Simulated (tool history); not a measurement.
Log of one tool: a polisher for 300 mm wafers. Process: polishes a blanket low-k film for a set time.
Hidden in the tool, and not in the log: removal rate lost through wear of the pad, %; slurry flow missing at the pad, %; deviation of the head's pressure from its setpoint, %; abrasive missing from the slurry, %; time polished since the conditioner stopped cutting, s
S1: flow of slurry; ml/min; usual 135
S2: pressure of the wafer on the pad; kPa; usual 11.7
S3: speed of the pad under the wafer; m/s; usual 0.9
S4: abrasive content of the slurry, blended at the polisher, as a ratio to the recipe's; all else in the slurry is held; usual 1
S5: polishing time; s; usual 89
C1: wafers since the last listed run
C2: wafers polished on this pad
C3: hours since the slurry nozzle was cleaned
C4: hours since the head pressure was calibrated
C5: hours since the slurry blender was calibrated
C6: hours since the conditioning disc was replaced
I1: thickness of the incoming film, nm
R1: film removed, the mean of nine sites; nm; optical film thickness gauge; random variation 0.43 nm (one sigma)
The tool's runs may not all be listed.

run 1 day=0 | S1=135 S2=11.7 S3=0.9 S4=1 S5=89 | C1=0 C2=2163 C3=420.2 C4=202.9 C5=295.6 C6=281.4 | I1=775.5 | R1=33
run 2 day=1.929 | S1=135 S2=11.7 S3=0.9 S4=1 S5=89 | C1=385 C2=2548 C3=466.5 C4=249.2 C5=341.9 C6=327.7 | I1=763.6 | R1=33.5
-- day=3 conditioning disc replaced and pad reconditioned
run 3 day=3.433 | S1=135 S2=11.7 S3=0.9 S4=1 S5=89 | C1=283 C2=2831 C3=502.6 C4=285.3 C5=378 C6=10.4 | I1=763.2 | R1=33.3
run 4 day=4.9 | S1=135 S2=11.7 S3=0.9 S4=1 S5=89 | C1=292 C2=3124 C3=537.8 C4=320.5 C5=413.2 C6=45.6 | I1=761.8 | R1=32.5
-- day=6.738 worn pad replaced by a new one
run 5 day=7.267 | S1=135 S2=11.7 S3=0.9 S4=1 S5=89 | C1=439 C2=105 C3=594.6 C4=377.3 C5=470 C6=102.4 | I1=760.8 | R1=32.6
-- day=7.629 slurry blender recalibrated
run 6 day=8.425 | S1=135 S2=9.7 S3=0.9 S4=1 S5=89 | C1=214 C2=319 C3=622.4 C4=405.1 C5=19.1 C6=130.2 | I1=761.3 | R1=28.5
run 7 day=11.054 | S1=135 S2=7.6 S3=0.9 S4=1.2 S5=89 | C1=524 C2=844 C3=685.5 C4=468.2 C5=82.2 C6=193.3 | I1=773.6 | R1=25.1
run 8 day=12.604 | S1=95 S2=13.8 S3=0.9 S4=1 S5=64 | C1=309 C2=1154 C3=722.7 C4=505.4 C5=119.4 C6=230.5 | I1=781.9 | R1=25
run 9 day=14.917 | S1=135 S2=11.7 S3=0.9 S4=1 S5=89 | C1=461 C2=1615 C3=778.2 C4=560.9 C5=174.9 C6=286 | I1=762 | R1=32.7
run 10 day=16.512 | S1=135 S2=11.7 S3=0.9 S4=1 S5=89 | C1=318 C2=1934 C3=816.5 C4=599.2 C5=213.2 C6=324.3 | I1=759.6 | R1=31.7
run 11 day=17.8 | S1=135 S2=9.7 S3=0.9 S4=1 S5=89 | C1=257 C2=2191 C3=847.4 C4=630.1 C5=244.1 C6=355.2 | I1=771.4 | R1=27.4
run 12 day=20.229 | S1=135 S2=11.7 S3=1.22 S4=1 S5=89 | C1=484 C2=2676 C3=905.7 C4=688.4 C5=302.4 C6=413.5 | I1=777 | R1=40.4
-- day=20.921 slurry nozzle cleaned
-- day=21.592 conditioning disc replaced and pad reconditioned
run 13 day=22.379 | S1=135 S2=11.7 S3=1.06 S4=1.25 S5=120 | C1=404 C2=3080 C3=35 C4=740 C5=354 C6=18.9 | I1=764.5 | R1=58.8
-- day=23.446 slurry blender recalibrated
-- day=24.196 worn pad replaced by a new one
run 14 day=24.217 | S1=135 S2=11.7 S3=0.9 S4=1 S5=89 | C1=316 C2=4 C3=79.1 C4=784.1 C5=18.5 C6=63 | I1=773.6 | R1=33.7
run 15 day=26.733 | S1=135 S2=11.7 S3=0.9 S4=1 S5=104 | C1=502 C2=506 C3=139.5 C4=844.5 C5=78.9 C6=123.4 | I1=764.6 | R1=39.9
run 16 day=29.158 | S1=135 S2=11.7 S3=0.9 S4=1.1 S5=89 | C1=484 C2=990 C3=197.7 C4=902.7 C5=137.1 C6=181.6 | I1=782.1 | R1=34.9
run 17 day=30.875 | S1=135 S2=11.7 S3=0.72 S4=1.1 S5=89 | C1=342 C2=1333 C3=238.9 C4=943.9 C5=178.3 C6=222.8 | I1=764.1 | R1=29.5
run 18 day=31.921 | S1=135 S2=11.7 S3=0.9 S4=1.25 S5=80 | C1=208 C2=1542 C3=264 C4=969 C5=203.4 C6=247.9 | I1=777.9 | R1=32.8
run 19 day=34.862 | S1=135 S2=13.8 S3=0.62 S4=1.2 S5=106 | C1=587 C2=2129 C3=334.6 C4=1039.6 C5=274 C6=318.5 | I1=770.4 | R1=36.7
-- day=36.217 conditioning disc replaced and pad reconditioned
run 20 day=36.45 | S1=135 S2=13.8 S3=1.2 S4=1 S5=80 | C1=300 C2=2429 C3=372.7 C4=1077.7 C5=312.1 C6=5.6 | I1=767.6 | R1=42.5
run 21 day=38.55 | S1=135 S2=11.7 S3=0.9 S4=1 S5=89 | C1=419 C2=2848 C3=423.1 C4=1128.1 C5=362.5 C6=56 | I1=777.3 | R1=33.6
run 22 day=40.108 | S1=135 S2=11.7 S3=0.68 S4=1 S5=89 | C1=311 C2=3159 C3=460.5 C4=1165.5 C5=399.9 C6=93.4 | I1=773.3 | R1=26.9
-- day=42.062 slurry blender recalibrated
run 23 day=42.083 | S1=120 S2=10.3 S3=0.9 S4=1 S5=89 | C1=377 C2=3537 C3=507.9 C4=1212.9 C5=0.5 C6=140.8 | I1=771.9 | R1=30.3
-- day=42.6 worn pad replaced by a new one
run 24 day=44.808 | S1=180 S2=15.2 S3=0.7 S4=1.25 S5=89 | C1=510 C2=440 C3=573.3 C4=1278.3 C5=65.9 C6=206.2 | I1=786.7 | R1=37.7
run 25 day=46.35 | S1=135 S2=11.7 S3=0.72 S4=1.2 S5=89 | C1=307 C2=748 C3=610.3 C4=1315.3 C5=102.9 C6=243.2 | I1=780.6 | R1=30.1

Some steps in R1 between neighbouring runs. How much of each would the tool show without its hidden state too (settings, what came in, random variation), and how much is left for the hidden state, with any gauge scatter that isn't in both results?
Run 11 -> 12: S2 9.7 -> 11.7, S3 0.9 -> 1.22. R1 +13 nm: hidden state -1.4, all else +14.4.
Run 12 -> 13: S3 1.22 -> 1.06, S4 1 -> 1.25, S5 89 -> 120, slurry nozzle cleaned, conditioning disc replaced and pad reconditioned. R1 +18.4 nm: hidden state +3.1, all else +15.3.
Run 13 -> 14: S3 1.06 -> 0.9, S4 1.25 -> 1, S5 120 -> 89, slurry blender recalibrated, worn pad replaced by a new one. R1 -25.1 nm: hidden state +0.1, all else -25.2.
